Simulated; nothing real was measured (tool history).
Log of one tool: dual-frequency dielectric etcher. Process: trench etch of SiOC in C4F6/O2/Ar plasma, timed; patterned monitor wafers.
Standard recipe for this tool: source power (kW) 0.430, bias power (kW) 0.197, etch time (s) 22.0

run   hour  source power (kW)  bias power (kW)  etch time (s)  read-back reference wafer on the same gauge, depth_nm  mean etch depth across the wafer (Å)
  1    0.0              0.430            0.208           17.5                                                  57.71                                 402.7
  2   11.9              0.430            0.208           17.5                                                  57.76                                 407.1
  3   18.9              0.430            0.197           22.0                                                  57.73                                 499.4
  4   26.4              0.430            0.197           22.0                                                  57.64                                 500.3
  5   39.8              0.430            0.177           22.0                                                  57.73                                 483.2
  6   54.7              0.430            0.197           22.0                                                  57.68                                 502.1
  7   63.9              0.430            0.197           22.0                                                  57.68                                 501.0
  8   78.2              0.430            0.197           25.5                                                  57.68                                 580.9
  9   91.5              0.430            0.197           25.5                                                  57.72                                 583.4
     105.6  -- gauge calibrated
 10  105.6              0.430            0.197           25.5                                                  57.74                                 582.6
 11  118.9              0.430            0.197           22.0                                                  57.72                                 503.9
 12  133.5              0.430            0.197           22.0                                                  57.76                                 503.9
     146.5  -- bias power generator calibrated
 13  166.1              0.330            0.236           26.5                                                  57.67                                 549.2
     192.2  -- wet clean of the chamber
     202.1  -- upper electrode replaced
 14  202.6              0.330            0.236           26.5                                                  57.74                                 536.2
 15  203.0              0.430            0.197           22.0                                                  57.72                                 487.8
     207.8  -- source power generator calibrated
 16  208.3              0.380            0.221           22.0                                                  57.70                                 472.4
 17  216.2              0.430            0.208           17.5                                                  57.70                                 395.1
 18  262.0              0.390            0.171           18.0                                                  57.67                                 361.0
 19  273.7              0.360            0.197           19.0                                                  57.70                                 384.8
 20  280.2              0.460            0.197           22.0                                                  57.74                                 506.2
 21  291.9              0.430            0.197           22.0                                                  57.76                                 492.0
 22  303.2              0.430            0.197           26.5                                                  57.69                                 589.3
 23  317.4              0.350            0.197           22.0                                                  57.64                                 436.6
 24  326.5              0.360            0.156           24.5                                                  57.66                                 459.4
 25  334.1              0.430            0.197           26.5                                                  57.68                                 592.0

Forecast each of these 5 alternatives for the next run:
  A  334.5              0.430            0.197           22.0                                                      ?                                     ?
  B  334.5              0.370            0.226           25.5                                                      ?                                     ?
  C  334.5              0.360            0.179           18.0                                                      ?                                     ?
  D  334.5              0.430            0.218           20.0                                                      ?                                     ?
  E  334.5              0.430            0.157           22.0                                                      ?                                     ?

run  read-back reference wafer on the same gauge, depth_nm  mean etch depth across the wafer (Å)
  A                                                  57.68                                 491.3
  B                                                  57.68                                 546.7
  C                                                  57.68                                 351.1
  D                                                  57.68                                 461.8
  E                                                  57.68                                 456.9
With the hidden condition removed and each run's random variation left untouched, the same runs would have given:
run  mean etch depth across the wafer (Å)
  A                                 485.5
  B                                 540.2
  C                                 347.0
  D                                 456.3
  E                                 451.5

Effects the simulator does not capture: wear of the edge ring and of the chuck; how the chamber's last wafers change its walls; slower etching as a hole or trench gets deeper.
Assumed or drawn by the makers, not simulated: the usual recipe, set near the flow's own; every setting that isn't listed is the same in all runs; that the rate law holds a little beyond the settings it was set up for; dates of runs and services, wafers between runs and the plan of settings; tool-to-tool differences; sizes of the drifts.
